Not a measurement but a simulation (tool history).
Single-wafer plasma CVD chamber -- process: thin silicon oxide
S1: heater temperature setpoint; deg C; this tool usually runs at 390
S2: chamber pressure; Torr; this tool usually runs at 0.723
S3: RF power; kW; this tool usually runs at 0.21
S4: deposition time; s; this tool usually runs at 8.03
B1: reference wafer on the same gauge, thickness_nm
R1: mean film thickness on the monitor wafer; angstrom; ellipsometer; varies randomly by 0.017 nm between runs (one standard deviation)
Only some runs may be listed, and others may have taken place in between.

{"run": 1, "hour": 0.0, "S1": 390, "S2": 0.723, "S3": 0.21, "S4": 8.03, "B1": 13.301, "R1": 122.75}
{"run": 2, "hour": 9.7, "S1": 390, "S2": 0.723, "S3": 0.21, "S4": 8.03, "B1": 13.297, "R1": 122.69}
{"run": 3, "hour": 19.6, "S1": 390, "S2": 0.723, "S3": 0.21, "S4": 8.03, "B1": 13.299, "R1": 122.93}
{"run": 4, "hour": 34.3, "S1": 390, "S2": 0.723, "S3": 0.21, "S4": 8.03, "B1": 13.3, "R1": 122.59}
{"run": 5, "hour": 45.0, "S1": 390, "S2": 0.723, "S3": 0.21, "S4": 8.03, "B1": 13.301, "R1": 122.86}
{"run": 6, "hour": 53.7, "S1": 390, "S2": 0.723, "S3": 0.21, "S4": 8.03, "B1": 13.298, "R1": 123.35}
{"run": 7, "hour": 64.7, "S1": 390, "S2": 0.723, "S3": 0.21, "S4": 8.03, "B1": 13.304, "R1": 123.39}
{"run": 8, "hour": 71.4, "S1": 390, "S2": 0.723, "S3": 0.21, "S4": 8.03, "B1": 13.297, "R1": 123.33}
{"run": 9, "hour": 100.0, "S1": 390, "S2": 0.723, "S3": 0.21, "S4": 8.03, "B1": 13.299, "R1": 123.9}
{"run": 10, "hour": 109.3, "S1": 390, "S2": 0.723, "S3": 0.21, "S4": 8.03, "B1": 13.297, "R1": 123.81}
{"run": 11, "hour": 116.3, "S1": 390, "S2": 0.723, "S3": 0.21, "S4": 7.15, "B1": 13.295, "R1": 110.02}
{"run": 12, "hour": 122.9, "S1": 390, "S2": 0.723, "S3": 0.21, "S4": 7.15, "B1": 13.297, "R1": 110.15}
{"run": 13, "hour": 137.3, "S1": 390, "S2": 0.723, "S3": 0.21, "S4": 7.15, "B1": 13.303, "R1": 110.7}
{"run": 14, "hour": 146.9, "S1": 390, "S2": 0.723, "S3": 0.21, "S4": 8.03, "B1": 13.301, "R1": 123.83}
{"run": 15, "hour": 156.2, "S1": 395, "S2": 0.673, "S3": 0.245, "S4": 6.53, "B1": 13.301, "R1": 98.22}
{"run": 16, "hour": 168.1, "S1": 390, "S2": 0.723, "S3": 0.21, "S4": 7.15, "B1": 13.302, "R1": 110.7}
{"run": 17, "hour": 175.1, "S1": 377, "S2": 0.723, "S3": 0.21, "S4": 7.38, "B1": 13.296, "R1": 115.55}
{"run": 18, "hour": 191.8, "S1": 390, "S2": 0.723, "S3": 0.195, "S4": 6.46, "B1": 13.303, "R1": 98.08}
{"run": 19, "hour": 202.7, "S1": 395, "S2": 0.677, "S3": 0.19, "S4": 8.03, "B1": 13.299, "R1": 113.79}
{"run": 20, "hour": 212.3, "S1": 390, "S2": 0.723, "S3": 0.21, "S4": 6.5, "B1": 13.297, "R1": 100.95}
{"hour": 218.1, "done": "gauge calibrated"}
{"hour": 226.7, "done": "RF generator calibrated"}
{"hour": 226.8, "done": "capacitance manometer re-zeroed and calibrated"}
{"hour": 235.1, "done": "showerhead replaced"}
{"run": 21, "hour": 235.6, "S1": 390, "S2": 0.723, "S3": 0.21, "S4": 8.03, "B1": 13.3, "R1": 117.13}
{"run": 22, "hour": 237.4, "S1": 384, "S2": 0.632, "S3": 0.235, "S4": 9.18, "B1": 13.303, "R1": 120.23}
{"hour": 247.9, "done": "thermocouple changed; heater temperature recalibrated"}
{"run": 23, "hour": 248.4, "S1": 399, "S2": 0.595, "S3": 0.185, "S4": 7.16, "B1": 13.303, "R1": 82.17}
{"run": 24, "hour": 259.6, "S1": 390, "S2": 0.723, "S3": 0.23, "S4": 8.03, "B1": 13.301, "R1": 119.64}
{"run": 25, "hour": 270.3, "S1": 390, "S2": 0.723, "S3": 0.21, "S4": 8.03, "B1": 13.304, "R1": 116.66}
{"run": 26, "hour": 287.9, "S1": 390, "S2": 0.723, "S3": 0.21, "S4": 8.03, "B1": 13.297, "R1": 116.64}
{"run": 27, "hour": 294.7, "S1": 385, "S2": 0.562, "S3": 0.21, "S4": 8.03, "B1": 13.302, "R1": 90.37}
{"run": 28, "hour": 309.2, "S1": 390, "S2": 0.723, "S3": 0.21, "S4": 8.03, "B1": 13.302, "R1": 116.76}
{"run": 29, "hour": 316.0, "S1": 382, "S2": 0.848, "S3": 0.21, "S4": 8.82, "B1": 13.303, "R1": 149.34}
{"run": 30, "hour": 367.7, "S1": 382, "S2": 0.723, "S3": 0.21, "S4": 9.16, "B1": 13.298, "R1": 134.07}

What if the next run were any one of these 3? Each begins from the tool's condition after run 30:
{"run": "A", "hour": 368.1, "S1": 390, "S2": 0.723, "S3": 0.21, "S4": 8.03, "B1": "?", "R1": "?"}
{"run": "B", "hour": 368.1, "S1": 378, "S2": 0.66, "S3": 0.245, "S4": 8.03, "B1": "?", "R1": "?"}
{"run": "C", "hour": 368.1, "S1": 397, "S2": 0.814, "S3": 0.18, "S4": 7.44, "B1": "?", "R1": "?"}

run=A B1=13.3 R1=116.97
run=B B1=13.3 R1=112.04
run=C B1=13.3 R1=115.75
Without the tool's unlogged condition, the same runs would have read:
run=A R1=115.84
run=B R1=110.91
run=C R1=114.72
